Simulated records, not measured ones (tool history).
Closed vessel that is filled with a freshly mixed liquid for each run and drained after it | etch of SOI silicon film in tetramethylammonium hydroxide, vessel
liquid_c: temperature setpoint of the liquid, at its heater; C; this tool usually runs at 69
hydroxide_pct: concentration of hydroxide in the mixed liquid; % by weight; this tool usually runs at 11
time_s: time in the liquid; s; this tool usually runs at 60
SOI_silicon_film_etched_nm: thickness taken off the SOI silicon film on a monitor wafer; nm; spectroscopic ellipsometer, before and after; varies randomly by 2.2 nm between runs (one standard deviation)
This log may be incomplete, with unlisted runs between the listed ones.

run,hour,liquid_c,hydroxide_pct,time_s,wafers since the last listed run,hours since the thermometer was replaced,hours since the hydroxide flow meter was replaced,hours since the gauge calibration,"read-back film thickness of the SOI silicon film reference wafer, read on the same gauge (nm)",SOI_silicon_film_etched_nm
1,0,69,11,60,0,1112.1,1143.3,778.3,99.98,327.98
# hour 35.1: gauge calibrated
2,43.4,69,11,60,4251,1155.5,1186.7,8.3,100,324.62
3,69.1,69,11,60,2517,1181.2,1212.4,34,99.98,330.6
4,116.7,69,11,60,4662,1228.8,1260,81.6,100,323.85
5,155.5,69,11,60,3800,1267.6,1298.8,120.4,100,319.68
6,206.4,65.5,11,60,4985,1318.5,1349.7,171.3,99.99,260.73
7,249,69,11,60,4172,1361.1,1392.3,213.9,100.04,321.83
# hour 306.9: thermometer replaced
8,310.9,69,11,60,5965,4,1454.2,275.8,99.98,357.03
9,346.9,69,11,60,3526,40,1490.2,311.8,100.02,350.41
10,381.2,74,11,60,3359,74.3,1524.5,346.1,99.99,472.66
11,452.3,69,11,35,6964,145.4,1595.6,417.2,100.01,206.31
12,483.3,69,11,60,3036,176.4,1626.6,448.2,99.98,353.5
13,523.8,73.5,13,85,3967,216.9,1667.1,488.7,99.96,602.04
14,582.6,69,13,75,5759,275.7,1725.9,547.5,99.96,409.77
# hour 584.9: hydroxide flow meter replaced
15,619.3,72,11,60,3496,312.4,34.4,584.2,100.03,411.37
16,665.5,76.5,10,75,4525,358.6,80.6,630.4,99.96,695.97
17,712.2,61.5,13.5,70,4574,405.3,127.3,677.1,100.02,233.2
18,738.8,69,11,60,2605,431.9,153.9,703.7,100.03,343.9
# hour 754.8: gauge calibrated
19,776.8,65,14,40,3722,469.9,191.9,22,100.01,162.11
20,816.6,69,11,85,3898,509.7,231.7,61.8,99.98,484.35
21,881.5,69,11,60,6357,574.6,296.6,126.7,99.98,339.91
22,906.2,69,11,30,2419,599.3,321.3,151.4,100.02,171.36
23,968.5,61.5,11,30,6102,661.6,383.6,213.7,100,107.75

Here are 4 independent what-if runs from the current tool condition. What would each one return?
A,969.2,69,11,60,68,662.3,384.3,214.4,?,?
B,969.2,63,10,60,68,662.3,384.3,214.4,?,?
C,969.2,72,13,85,68,662.3,384.3,214.4,?,?
D,969.2,69,12,90,68,662.3,384.3,214.4,?,?

run,"read-back film thickness of the SOI silicon film reference wafer, read on the same gauge (nm)",SOI_silicon_film_etched_nm
A,100,335.84
B,100,241.19
C,100,530.65
D,100,487.27
With no hidden state in the tool, these same runs would have given:
run,SOI_silicon_film_etched_nm
A,361.24
B,260.11
C,570.06
D,524.12

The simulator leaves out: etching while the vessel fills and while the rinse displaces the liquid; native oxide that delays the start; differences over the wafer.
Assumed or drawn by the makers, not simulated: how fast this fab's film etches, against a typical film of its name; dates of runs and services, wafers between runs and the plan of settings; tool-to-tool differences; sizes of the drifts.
